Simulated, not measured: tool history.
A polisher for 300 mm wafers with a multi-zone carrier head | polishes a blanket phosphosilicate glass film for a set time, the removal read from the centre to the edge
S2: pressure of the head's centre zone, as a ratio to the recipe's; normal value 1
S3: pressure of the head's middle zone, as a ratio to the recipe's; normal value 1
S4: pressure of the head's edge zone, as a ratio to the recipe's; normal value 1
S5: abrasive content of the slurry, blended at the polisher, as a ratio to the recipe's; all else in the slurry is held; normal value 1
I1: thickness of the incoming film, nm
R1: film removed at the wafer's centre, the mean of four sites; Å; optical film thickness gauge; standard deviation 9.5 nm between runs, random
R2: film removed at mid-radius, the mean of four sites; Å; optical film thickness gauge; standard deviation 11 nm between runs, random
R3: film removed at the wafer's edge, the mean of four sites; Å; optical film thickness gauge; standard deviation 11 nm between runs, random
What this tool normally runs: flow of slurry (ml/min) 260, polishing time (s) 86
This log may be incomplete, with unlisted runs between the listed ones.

{"run": 1, "hour": 0.0, "flow of slurry (ml/min)": 260, "S2": 1, "S3": 1, "S4": 1, "S5": 1, "polishing time (s)": 86, "I1": 4587, "R1": 9579, "R2": 8803, "R3": 9010}
{"run": 2, "hour": 12.4, "flow of slurry (ml/min)": 260, "S2": 1, "S3": 1, "S4": 1, "S5": 1, "polishing time (s)": 86, "I1": 4662.2, "R1": 9430, "R2": 8727, "R3": 9025}
{"run": 3, "hour": 24.9, "flow of slurry (ml/min)": 260, "S2": 1, "S3": 1, "S4": 1, "S5": 1, "polishing time (s)": 86, "I1": 4614.2, "R1": 9741, "R2": 8856, "R3": 8985}
{"run": 4, "hour": 48.3, "flow of slurry (ml/min)": 260, "S2": 1, "S3": 1, "S4": 1, "S5": 1, "polishing time (s)": 86, "I1": 4705.7, "R1": 9596, "R2": 8569, "R3": 9173}
{"hour": 60.6, "done": "worn pad replaced by a new one"}
{"run": 5, "hour": 78.1, "flow of slurry (ml/min)": 260, "S2": 1, "S3": 1, "S4": 1, "S5": 1, "polishing time (s)": 86, "I1": 4685.3, "R1": 9622, "R2": 8739, "R3": 9076}
{"run": 6, "hour": 90.3, "flow of slurry (ml/min)": 260, "S2": 1, "S3": 1, "S4": 1, "S5": 1, "polishing time (s)": 100, "I1": 4647.5, "R1": 10899, "R2": 10108, "R3": 10397}
{"hour": 102.2, "done": "centre zone pressure recalibrated"}
{"run": 7, "hour": 125.0, "flow of slurry (ml/min)": 260, "S2": 0.96, "S3": 1.09, "S4": 1, "S5": 1, "polishing time (s)": 111, "I1": 4716.2, "R1": 11131, "R2": 11700, "R3": 11110}
{"hour": 139.9, "done": "carrier head's membrane replaced by a new one"}
{"run": 8, "hour": 140.4, "flow of slurry (ml/min)": 260, "S2": 1, "S3": 1, "S4": 1, "S5": 1.1, "polishing time (s)": 98, "I1": 4603.7, "R1": 10198, "R2": 10158, "R3": 10591}
{"run": 9, "hour": 156.6, "flow of slurry (ml/min)": 325, "S2": 1, "S3": 1, "S4": 1, "S5": 1, "polishing time (s)": 86, "I1": 4603.5, "R1": 9062, "R2": 8491, "R3": 9124}
{"run": 10, "hour": 169.2, "flow of slurry (ml/min)": 320, "S2": 0.95, "S3": 0.93, "S4": 1.06, "S5": 1, "polishing time (s)": 86, "I1": 4607.4, "R1": 8880, "R2": 8390, "R3": 9226}
{"run": 11, "hour": 185.1, "flow of slurry (ml/min)": 260, "S2": 1, "S3": 1, "S4": 1.04, "S5": 1, "polishing time (s)": 66, "I1": 4626.5, "R1": 6557, "R2": 6657, "R3": 6913}
{"hour": 186.6, "done": "slurry nozzle cleaned"}
{"hour": 198.9, "done": "worn pad replaced by a new one"}
{"run": 12, "hour": 217.8, "flow of slurry (ml/min)": 260, "S2": 0.96, "S3": 1, "S4": 1, "S5": 1.25, "polishing time (s)": 86, "I1": 4627.3, "R1": 9462, "R2": 9489, "R3": 9934}
{"run": 13, "hour": 238.0, "flow of slurry (ml/min)": 260, "S2": 1, "S3": 1, "S4": 1, "S5": 0.75, "polishing time (s)": 86, "I1": 4652.1, "R1": 7962, "R2": 7745, "R3": 8238}
{"run": 14, "hour": 265.5, "flow of slurry (ml/min)": 290, "S2": 1.11, "S3": 1, "S4": 1, "S5": 1.25, "polishing time (s)": 102, "I1": 4718.7, "R1": 12440, "R2": 11513, "R3": 11743}
{"run": 15, "hour": 296.7, "flow of slurry (ml/min)": 300, "S2": 1.03, "S3": 1, "S4": 1, "S5": 1, "polishing time (s)": 86, "I1": 4682.3, "R1": 9457, "R2": 8832, "R3": 9138}
{"run": 16, "hour": 319.7, "flow of slurry (ml/min)": 260, "S2": 1, "S3": 1, "S4": 1, "S5": 1, "polishing time (s)": 86, "I1": 4674.3, "R1": 9025, "R2": 8611, "R3": 8757}
{"run": 17, "hour": 353.0, "flow of slurry (ml/min)": 260, "S2": 1, "S3": 1.07, "S4": 0.92, "S5": 1.1, "polishing time (s)": 86, "I1": 4624.4, "R1": 9383, "R2": 9254, "R3": 8716}
{"hour": 358.5, "done": "worn pad replaced by a new one"}
{"run": 18, "hour": 366.8, "flow of slurry (ml/min)": 260, "S2": 1.09, "S3": 1, "S4": 1, "S5": 1, "polishing time (s)": 86, "I1": 4642.9, "R1": 9389, "R2": 8433, "R3": 8789}
{"run": 19, "hour": 385.0, "flow of slurry (ml/min)": 260, "S2": 1, "S3": 1, "S4": 0.9, "S5": 1, "polishing time (s)": 104, "I1": 4639.8, "R1": 10702, "R2": 9992, "R3": 10241}
{"hour": 390.1, "done": "slurry nozzle cleaned"}
{"run": 20, "hour": 404.7, "flow of slurry (ml/min)": 260, "S2": 1, "S3": 1, "S4": 1.07, "S5": 1, "polishing time (s)": 86, "I1": 4638.5, "R1": 9205, "R2": 8717, "R3": 9062}

5 ways to go on from here, each from the tool as it stands after run 20. What would each give?
{"run": "A", "hour": 405.1, "flow of slurry (ml/min)": 260, "S2": 1, "S3": 1, "S4": 1, "S5": 1, "polishing time (s)": 86, "I1": 4611.8, "R1": "?", "R2": "?", "R3": "?"}
{"run": "B", "hour": 405.1, "flow of slurry (ml/min)": 260, "S2": 1.1, "S3": 1, "S4": 1, "S5": 1, "polishing time (s)": 86, "I1": 4611.8, "R1": "?", "R2": "?", "R3": "?"}
{"run": "C", "hour": 405.1, "flow of slurry (ml/min)": 260, "S2": 1, "S3": 1.1, "S4": 1, "S5": 1.25, "polishing time (s)": 86, "I1": 4611.8, "R1": "?", "R2": "?", "R3": "?"}
{"run": "D", "hour": 405.1, "flow of slurry (ml/min)": 260, "S2": 1, "S3": 1, "S4": 1, "S5": 1, "polishing time (s)": 69, "I1": 4611.8, "R1": "?", "R2": "?", "R3": "?"}
{"run": "E", "hour": 405.1, "flow of slurry (ml/min)": 210, "S2": 1.05, "S3": 1.06, "S4": 1, "S5": 1, "polishing time (s)": 86, "I1": 4611.8, "R1": "?", "R2": "?", "R3": "?"}

run=A R1=9168 R2=8826 R3=9050
run=B R1=9751 R2=8823 R3=9050
run=C R1=9961 R2=10129 R3=9819
run=D R1=7356 R2=7081 R3=7261
run=E R1=9258 R2=8949 R3=8914
Stripped of hidden state, with their random variation kept, the same runs would have yielded:
run=A R1=9006 R2=8878 R3=9089
run=B R1=9580 R2=8875 R3=9089
run=C R1=9785 R2=10190 R3=9862
run=D R1=7226 R2=7123 R3=7292
run=E R1=9105 R2=9010 R3=8959
